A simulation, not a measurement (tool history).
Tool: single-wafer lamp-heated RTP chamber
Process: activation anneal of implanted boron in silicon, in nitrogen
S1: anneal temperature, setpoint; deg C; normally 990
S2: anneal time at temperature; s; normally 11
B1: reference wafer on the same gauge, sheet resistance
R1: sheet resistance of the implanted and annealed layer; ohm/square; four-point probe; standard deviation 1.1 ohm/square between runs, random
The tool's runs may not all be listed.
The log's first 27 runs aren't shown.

{"run": 28, "hour": 1348.9, "S1": 990, "S2": 11, "B1": 388.85, "R1": 394.35}
{"run": 29, "hour": 1409.7, "S1": 1011, "S2": 11, "B1": 389.26, "R1": 388.82}
{"run": 30, "hour": 1441.3, "S1": 990, "S2": 11, "B1": 389.56, "R1": 394.77}
{"run": 31, "hour": 1484.6, "S1": 990, "S2": 11, "B1": 388.94, "R1": 391.28}
{"run": 32, "hour": 1549.7, "S1": 990, "S2": 11, "B1": 389.07, "R1": 394.14}
{"run": 33, "hour": 1604.2, "S1": 998, "S2": 5, "B1": 389.28, "R1": 390.18}
{"hour": 1638.2, "done": "pyrometer window cleaned and pyrometer calibrated"}
{"run": 34, "hour": 1643.5, "S1": 1018, "S2": 17, "B1": 389.12, "R1": 388.71}
{"run": 35, "hour": 1691.8, "S1": 990, "S2": 11, "B1": 388.66, "R1": 394.89}
{"hour": 1705.8, "done": "reflector plate cleaned"}
{"run": 36, "hour": 1757.3, "S1": 972, "S2": 15, "B1": 389.31, "R1": 413.03}
{"run": 37, "hour": 1822.0, "S1": 1008, "S2": 14, "B1": 388.88, "R1": 388.78}

3 ways to go on from here, each from the tool as it stands after run 37. What would each give?
{"run": "A", "hour": 1822.4, "S1": 990, "S2": 11, "B1": "?", "R1": "?"}
{"run": "B", "hour": 1822.4, "S1": 981, "S2": 16, "B1": "?", "R1": "?"}
{"run": "C", "hour": 1822.4, "S1": 1004, "S2": 11, "B1": "?", "R1": "?"}

run=A B1=388.97 R1=396.75
run=B B1=388.97 R1=400.47
run=C B1=388.97 R1=391.52
Stripped of hidden state, with their random variation kept, the same runs would have yielded:
run=A R1=401.93
run=B R1=407.53
run=C R1=393.86
